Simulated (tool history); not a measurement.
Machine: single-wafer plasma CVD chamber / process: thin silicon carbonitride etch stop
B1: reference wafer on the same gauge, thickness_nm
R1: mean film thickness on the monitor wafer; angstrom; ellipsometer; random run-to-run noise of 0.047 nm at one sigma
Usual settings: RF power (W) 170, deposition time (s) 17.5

{"run": 1, "hour": 0.0, "RF power (W)": 170, "deposition time (s)": 17.5, "B1": 8.273, "R1": 84.67}
{"hour": 36.7, "done": "gauge calibrated"}
{"run": 2, "hour": 40.6, "RF power (W)": 170, "deposition time (s)": 17.5, "B1": 8.267, "R1": 83.69}
{"run": 3, "hour": 94.1, "RF power (W)": 170, "deposition time (s)": 17.5, "B1": 8.271, "R1": 83.69}
{"run": 4, "hour": 159.6, "RF power (W)": 170, "deposition time (s)": 17.5, "B1": 8.262, "R1": 84.53}
{"run": 5, "hour": 190.7, "RF power (W)": 170, "deposition time (s)": 17.5, "B1": 8.267, "R1": 83.57}
{"run": 6, "hour": 240.7, "RF power (W)": 170, "deposition time (s)": 17.5, "B1": 8.256, "R1": 83.55}
{"run": 7, "hour": 291.5, "RF power (W)": 170, "deposition time (s)": 17.5, "B1": 8.276, "R1": 83.32}
{"run": 8, "hour": 338.1, "RF power (W)": 170, "deposition time (s)": 17.5, "B1": 8.251, "R1": 83.71}
{"hour": 392.8, "done": "RF generator calibrated"}
{"run": 9, "hour": 393.3, "RF power (W)": 170, "deposition time (s)": 17.5, "B1": 8.265, "R1": 87.39}
{"hour": 436.8, "done": "showerhead replaced, of another model than before"}
{"run": 10, "hour": 447.9, "RF power (W)": 160, "deposition time (s)": 17.5, "B1": 8.271, "R1": 83.3}
{"run": 11, "hour": 490.9, "RF power (W)": 170, "deposition time (s)": 17.5, "B1": 8.274, "R1": 87.01}
{"run": 12, "hour": 529.8, "RF power (W)": 170, "deposition time (s)": 17.5, "B1": 8.278, "R1": 87.02}
{"run": 13, "hour": 572.0, "RF power (W)": 190, "deposition time (s)": 14.3, "B1": 8.268, "R1": 76.72}
{"hour": 600.1, "done": "thermocouple changed; heater temperature recalibrated"}
{"run": 14, "hour": 623.8, "RF power (W)": 170, "deposition time (s)": 20.6, "B1": 8.273, "R1": 101.58}
{"run": 15, "hour": 684.0, "RF power (W)": 205, "deposition time (s)": 17.5, "B1": 8.261, "R1": 98.63}
{"hour": 723.5, "done": "gauge calibrated"}
{"run": 16, "hour": 732.3, "RF power (W)": 145, "deposition time (s)": 14.4, "B1": 8.278, "R1": 60.39}
{"run": 17, "hour": 764.1, "RF power (W)": 140, "deposition time (s)": 19.4, "B1": 8.291, "R1": 78.56}
{"run": 18, "hour": 835.0, "RF power (W)": 145, "deposition time (s)": 18.7, "B1": 8.259, "R1": 78.51}
{"run": 19, "hour": 863.6, "RF power (W)": 145, "deposition time (s)": 14.4, "B1": 8.275, "R1": 60.11}
{"run": 20, "hour": 917.4, "RF power (W)": 155, "deposition time (s)": 14.8, "B1": 8.256, "R1": 66.63}

Forecast each of these 3 alternatives for the next run:
{"run": "A", "hour": 917.8, "RF power (W)": 170, "deposition time (s)": 17.5, "B1": "?", "R1": "?"}
{"run": "B", "hour": 917.8, "RF power (W)": 185, "deposition time (s)": 19.1, "B1": "?", "R1": "?"}
{"run": "C", "hour": 917.8, "RF power (W)": 170, "deposition time (s)": 15.5, "B1": "?", "R1": "?"}

run=A B1=8.269 R1=84.67
run=B B1=8.269 R1=98.40
run=C B1=8.269 R1=74.99
Take away the tool's hidden state, keep each run's random variation, and the runs would have read:
run=A R1=87.56
run=B R1=101.76
run=C R1=77.55
